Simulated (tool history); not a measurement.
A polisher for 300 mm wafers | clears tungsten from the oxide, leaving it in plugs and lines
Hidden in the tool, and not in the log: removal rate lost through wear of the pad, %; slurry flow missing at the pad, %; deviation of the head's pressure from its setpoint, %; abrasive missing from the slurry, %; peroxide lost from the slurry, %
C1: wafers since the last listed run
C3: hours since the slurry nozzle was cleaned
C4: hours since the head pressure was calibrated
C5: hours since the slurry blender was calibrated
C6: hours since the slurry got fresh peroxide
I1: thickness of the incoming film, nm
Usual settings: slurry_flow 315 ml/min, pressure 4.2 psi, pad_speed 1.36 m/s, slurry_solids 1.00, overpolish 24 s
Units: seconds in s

{"run": 1, "hour": 0.0, "slurry_flow": 315, "pressure": 4.2, "pad_speed": 1.36, "slurry_solids": 1.0, "overpolish": 24, "C1": 0, "wafers polished on this pad": 1892, "C3": 171.2, "C4": 400.0, "C5": 284.7, "C6": 183.2, "I1": 240.1, "seconds": 33.2}
{"hour": 44.5, "done": "slurry blender recalibrated"}
{"run": 2, "hour": 67.7, "slurry_flow": 315, "pressure": 4.2, "pad_speed": 1.36, "slurry_solids": 1.0, "overpolish": 24, "C1": 586, "wafers polished on this pad": 2478, "C3": 238.9, "C4": 467.7, "C5": 23.2, "C6": 250.9, "I1": 241.3, "seconds": 33.6}
{"run": 3, "hour": 94.7, "slurry_flow": 315, "pressure": 4.2, "pad_speed": 1.36, "slurry_solids": 1.0, "overpolish": 28, "C1": 240, "wafers polished on this pad": 2719, "C3": 265.9, "C4": 494.7, "C5": 50.2, "C6": 277.9, "I1": 239.4, "seconds": 33.5}
{"hour": 148.5, "done": "worn pad replaced by a new one"}
{"run": 4, "hour": 165.6, "slurry_flow": 315, "pressure": 4.2, "pad_speed": 1.36, "slurry_solids": 1.0, "overpolish": 28, "C1": 596, "wafers polished on this pad": 152, "C3": 336.8, "C4": 565.6, "C5": 121.1, "C6": 348.8, "I1": 236.4, "seconds": 30.1}
{"hour": 173.1, "done": "slurry tank refilled with fresh slurry and peroxide"}
{"hour": 225.4, "done": "head pressure recalibrated"}
{"run": 5, "hour": 227.3, "slurry_flow": 315, "pressure": 4.2, "pad_speed": 1.36, "slurry_solids": 1.0, "overpolish": 24, "C1": 523, "wafers polished on this pad": 676, "C3": 398.5, "C4": 1.9, "C5": 182.8, "C6": 54.2, "I1": 243.9, "seconds": 35.9}
{"hour": 232.7, "done": "slurry nozzle cleaned"}
{"run": 6, "hour": 298.4, "slurry_flow": 290, "pressure": 4.2, "pad_speed": 1.36, "slurry_solids": 1.0, "overpolish": 20, "C1": 625, "wafers polished on this pad": 1302, "C3": 65.7, "C4": 73.0, "C5": 253.9, "C6": 125.3, "I1": 237.1, "seconds": 35.1}
{"run": 7, "hour": 349.8, "slurry_flow": 290, "pressure": 4.2, "pad_speed": 1.36, "slurry_solids": 1.0, "overpolish": 20, "C1": 458, "wafers polished on this pad": 1760, "C3": 117.1, "C4": 124.4, "C5": 305.3, "C6": 176.7, "I1": 239.7, "seconds": 34.4}
{"hour": 355.9, "done": "slurry blender recalibrated"}
{"run": 8, "hour": 384.8, "slurry_flow": 315, "pressure": 4.5, "pad_speed": 1.36, "slurry_solids": 1.0, "overpolish": 24, "C1": 294, "wafers polished on this pad": 2055, "C3": 152.1, "C4": 159.4, "C5": 28.9, "C6": 211.7, "I1": 236.8, "seconds": 31.9}
{"run": 9, "hour": 429.5, "slurry_flow": 315, "pressure": 4.5, "pad_speed": 1.36, "slurry_solids": 1.0, "overpolish": 24, "C1": 398, "wafers polished on this pad": 2454, "C3": 196.8, "C4": 204.1, "C5": 73.6, "C6": 256.4, "I1": 241.5, "seconds": 32.8}
{"hour": 453.2, "done": "worn pad replaced by a new one"}
{"run": 10, "hour": 457.4, "slurry_flow": 315, "pressure": 4.5, "pad_speed": 1.36, "slurry_solids": 1.0, "overpolish": 24, "C1": 213, "wafers polished on this pad": 37, "C3": 224.7, "C4": 232.0, "C5": 101.5, "C6": 284.3, "I1": 242.0, "seconds": 29.6}
{"run": 11, "hour": 522.0, "slurry_flow": 315, "pressure": 5.7, "pad_speed": 1.36, "slurry_solids": 1.0, "overpolish": 24, "C1": 576, "wafers polished on this pad": 614, "C3": 289.3, "C4": 296.6, "C5": 166.1, "C6": 348.9, "I1": 236.7, "seconds": 23.8}
{"hour": 550.5, "done": "slurry tank refilled with fresh slurry and peroxide"}
{"run": 12, "hour": 574.5, "slurry_flow": 275, "pressure": 4.2, "pad_speed": 1.36, "slurry_solids": 1.0, "overpolish": 24, "C1": 459, "wafers polished on this pad": 1073, "C3": 341.8, "C4": 349.1, "C5": 218.6, "C6": 24.0, "I1": 237.4, "seconds": 33.9}
{"hour": 592.2, "done": "slurry nozzle cleaned"}
{"run": 13, "hour": 608.3, "slurry_flow": 315, "pressure": 4.2, "pad_speed": 1.36, "slurry_solids": 1.0, "overpolish": 24, "C1": 292, "wafers polished on this pad": 1366, "C3": 16.1, "C4": 382.9, "C5": 252.4, "C6": 57.8, "I1": 242.3, "seconds": 33.4}
{"hour": 662.0, "done": "slurry blender recalibrated"}
{"run": 14, "hour": 784.7, "slurry_flow": 315, "pressure": 4.2, "pad_speed": 1.36, "slurry_solids": 1.0, "overpolish": 24, "C1": 1556, "wafers polished on this pad": 2922, "C3": 192.5, "C4": 559.3, "C5": 122.7, "C6": 234.2, "I1": 237.0, "seconds": 32.6}
{"hour": 796.2, "done": "worn pad replaced by a new one"}
{"run": 15, "hour": 809.4, "slurry_flow": 215, "pressure": 3.6, "pad_speed": 1.36, "slurry_solids": 1.0, "overpolish": 24, "C1": 184, "wafers polished on this pad": 117, "C3": 217.2, "C4": 584.0, "C5": 147.4, "C6": 258.9, "I1": 235.5, "seconds": 36.4}
{"run": 16, "hour": 864.3, "slurry_flow": 315, "pressure": 4.2, "pad_speed": 1.36, "slurry_solids": 1.0, "overpolish": 24, "C1": 489, "wafers polished on this pad": 607, "C3": 272.1, "C4": 638.9, "C5": 202.3, "C6": 313.8, "I1": 242.7, "seconds": 32.9}
{"hour": 894.5, "done": "slurry tank refilled with fresh slurry and peroxide"}
{"hour": 901.4, "done": "slurry nozzle cleaned"}
{"run": 17, "hour": 925.6, "slurry_flow": 315, "pressure": 3.4, "pad_speed": 1.36, "slurry_solids": 1.0, "overpolish": 36, "C1": 529, "wafers polished on this pad": 1136, "C3": 24.2, "C4": 700.2, "C5": 263.6, "C6": 31.1, "I1": 241.3, "seconds": 39.2}
{"run": 18, "hour": 955.0, "slurry_flow": 315, "pressure": 4.2, "pad_speed": 1.22, "slurry_solids": 1.0, "overpolish": 24, "C1": 262, "wafers polished on this pad": 1398, "C3": 53.6, "C4": 729.6, "C5": 293.0, "C6": 60.5, "I1": 238.1, "seconds": 35.4}
{"hour": 958.7, "done": "head pressure recalibrated"}
{"hour": 999.3, "done": "slurry blender recalibrated"}
{"run": 19, "hour": 1021.8, "slurry_flow": 380, "pressure": 3.4, "pad_speed": 1.8, "slurry_solids": 1.0, "overpolish": 32, "C1": 560, "wafers polished on this pad": 1959, "C3": 120.4, "C4": 63.1, "C5": 22.5, "C6": 127.3, "I1": 239.0, "seconds": 32.9}
{"run": 20, "hour": 1066.3, "slurry_flow": 315, "pressure": 3.1, "pad_speed": 1.36, "slurry_solids": 1.0, "overpolish": 35, "C1": 397, "wafers polished on this pad": 2356, "C3": 164.9, "C4": 107.6, "C5": 67.0, "C6": 171.8, "I1": 242.8, "seconds": 46.8}
{"run": 21, "hour": 1099.9, "slurry_flow": 315, "pressure": 2.8, "pad_speed": 1.36, "slurry_solids": 1.1, "overpolish": 24, "C1": 299, "wafers polished on this pad": 2656, "C3": 198.5, "C4": 141.2, "C5": 100.6, "C6": 205.4, "I1": 239.3, "seconds": 49.4}
{"run": 22, "hour": 1135.5, "slurry_flow": 280, "pressure": 5.6, "pad_speed": 1.36, "slurry_solids": 1.0, "overpolish": 24, "C1": 317, "wafers polished on this pad": 2973, "C3": 234.1, "C4": 176.8, "C5": 136.2, "C6": 241.0, "I1": 237.9, "seconds": 25.6}
{"run": 23, "hour": 1166.4, "slurry_flow": 315, "pressure": 4.2, "pad_speed": 1.36, "slurry_solids": 1.0, "overpolish": 24, "C1": 275, "wafers polished on this pad": 3249, "C3": 265.0, "C4": 207.7, "C5": 167.1, "C6": 271.9, "I1": 237.4, "seconds": 33.2}
{"hour": 1170.5, "done": "worn pad replaced by a new one"}
{"hour": 1216.6, "done": "slurry nozzle cleaned"}
{"hour": 1221.1, "done": "slurry tank refilled with fresh slurry and peroxide"}
{"run": 24, "hour": 1221.6, "slurry_flow": 315, "pressure": 4.2, "pad_speed": 1.36, "slurry_solids": 1.0, "overpolish": 24, "C1": 439, "wafers polished on this pad": 438, "C3": 5.0, "C4": 262.9, "C5": 222.3, "C6": 0.5, "I1": 235.3, "seconds": 31.1}
{"run": 25, "hour": 1272.7, "slurry_flow": 265, "pressure": 4.2, "pad_speed": 1.58, "slurry_solids": 1.0, "overpolish": 24, "C1": 456, "wafers polished on this pad": 894, "C3": 56.1, "C4": 314.0, "C5": 273.4, "C6": 51.6, "I1": 235.7, "seconds": 28.7}
{"run": 26, "hour": 1330.2, "slurry_flow": 210, "pressure": 3.6, "pad_speed": 1.36, "slurry_solids": 1.3, "overpolish": 24, "C1": 513, "wafers polished on this pad": 1407, "C3": 113.6, "C4": 371.5, "C5": 330.9, "C6": 109.1, "I1": 244.2, "seconds": 38.1}

Forecast each of these 4 alternatives for the next run:
{"run": "A", "hour": 1330.6, "slurry_flow": 315, "pressure": 4.2, "pad_speed": 1.36, "slurry_solids": 1.15, "overpolish": 24, "C1": 3, "wafers polished on this pad": 1410, "C3": 114.0, "C4": 371.9, "C5": 331.3, "C6": 109.5, "I1": 239.4, "seconds": "?"}
{"run": "B", "hour": 1330.6, "slurry_flow": 270, "pressure": 3.0, "pad_speed": 1.36, "slurry_solids": 1.1, "overpolish": 16, "C1": 3, "wafers polished on this pad": 1410, "C3": 114.0, "C4": 371.9, "C5": 331.3, "C6": 109.5, "I1": 239.4, "seconds": "?"}
{"run": "C", "hour": 1330.6, "slurry_flow": 315, "pressure": 5.5, "pad_speed": 1.36, "slurry_solids": 1.0, "overpolish": 24, "C1": 3, "wafers polished on this pad": 1410, "C3": 114.0, "C4": 371.9, "C5": 331.3, "C6": 109.5, "I1": 239.4, "seconds": "?"}
{"run": "D", "hour": 1330.6, "slurry_flow": 380, "pressure": 5.2, "pad_speed": 1.36, "slurry_solids": 1.0, "overpolish": 24, "C1": 3, "wafers polished on this pad": 1410, "C3": 114.0, "C4": 371.9, "C5": 331.3, "C6": 109.5, "I1": 239.4, "seconds": "?"}

run=A seconds=31.7
run=B seconds=44.1
run=C seconds=25.4
run=D seconds=26.3
Without the tool's hidden state the same runs would have given:
run=A seconds=32.3
run=B seconds=45.0
run=C seconds=25.9
run=D seconds=26.8
